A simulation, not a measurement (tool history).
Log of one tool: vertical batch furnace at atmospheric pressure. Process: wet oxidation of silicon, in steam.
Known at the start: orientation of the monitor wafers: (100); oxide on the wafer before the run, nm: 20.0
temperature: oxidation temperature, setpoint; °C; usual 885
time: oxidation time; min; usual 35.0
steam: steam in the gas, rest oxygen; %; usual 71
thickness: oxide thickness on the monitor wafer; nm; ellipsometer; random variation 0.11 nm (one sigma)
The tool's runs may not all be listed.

run,hour,temperature,time,steam,wafers since the last listed run,hours since the last temperature calibration,hours since the steam generator was serviced,hours since the gauge calibration,"read-back reference wafer on the same gauge, thickness",thickness
1,0.0,885,35.0,71,0,2661.9,1882.3,104.2,85.50,72.73
2,39.1,885,35.0,71,531,2701.0,1921.4,143.3,85.53,72.67
3,52.4,885,35.0,71,180,2714.3,1934.7,156.6,85.49,72.72
4,61.1,867,35.0,71,118,2723.0,1943.4,165.3,85.54,58.88
5,78.4,865,43.0,71,235,2740.3,1960.7,182.6,85.49,65.93
# hour 122.2: thermocouples replaced and temperature profile calibrated
6,122.7,865,43.0,71,276,0.5,2005.0,226.9,85.50,62.25
# hour 124.9: gauge calibrated
7,126.4,865,43.0,71,50,4.2,2008.7,1.5,85.48,62.06
8,135.9,885,35.0,71,129,13.7,2018.2,11.0,85.49,68.66
9,151.1,885,35.0,71,206,28.9,2033.4,26.2,85.51,68.53
10,163.8,885,41.0,82,172,41.6,2046.1,38.9,85.52,85.04
# hour 194.0: steam generator serviced
11,194.5,885,35.0,71,91,72.3,0.5,69.6,85.49,72.91
12,198.2,905,35.0,71,50,76.0,4.2,73.3,85.48,92.80
13,201.9,869,21.0,65,50,79.7,7.9,77.0,85.49,42.24
14,215.5,869,44.0,80,184,93.3,21.5,90.6,85.50,76.81
15,231.0,876,35.0,71,210,108.8,37.0,106.1,85.50,65.42
16,241.5,892,51.5,83,142,119.3,47.5,116.6,85.50,119.05
17,255.0,885,35.0,71,183,132.8,61.0,130.1,85.51,73.09
18,265.1,885,35.0,71,137,142.9,71.1,140.2,85.50,73.09

4 ways to go on from here, each from the tool as it stands after run 18. What would each give?
A,268.9,885,21.5,71,51,146.7,74.9,144.0,?,?
B,268.9,871,27.5,67,51,146.7,74.9,144.0,?,?
C,268.9,905,45.0,66,51,146.7,74.9,144.0,?,?
D,268.9,870,26.5,71,51,146.7,74.9,144.0,?,?

run,"read-back reference wafer on the same gauge, thickness",thickness
A,85.49,52.91
B,85.49,51.16
C,85.49,105.77
D,85.49,51.26
Without the tool's hidden state the same runs would have given:
run,thickness
A,52.68
B,50.93
C,105.30
D,51.03
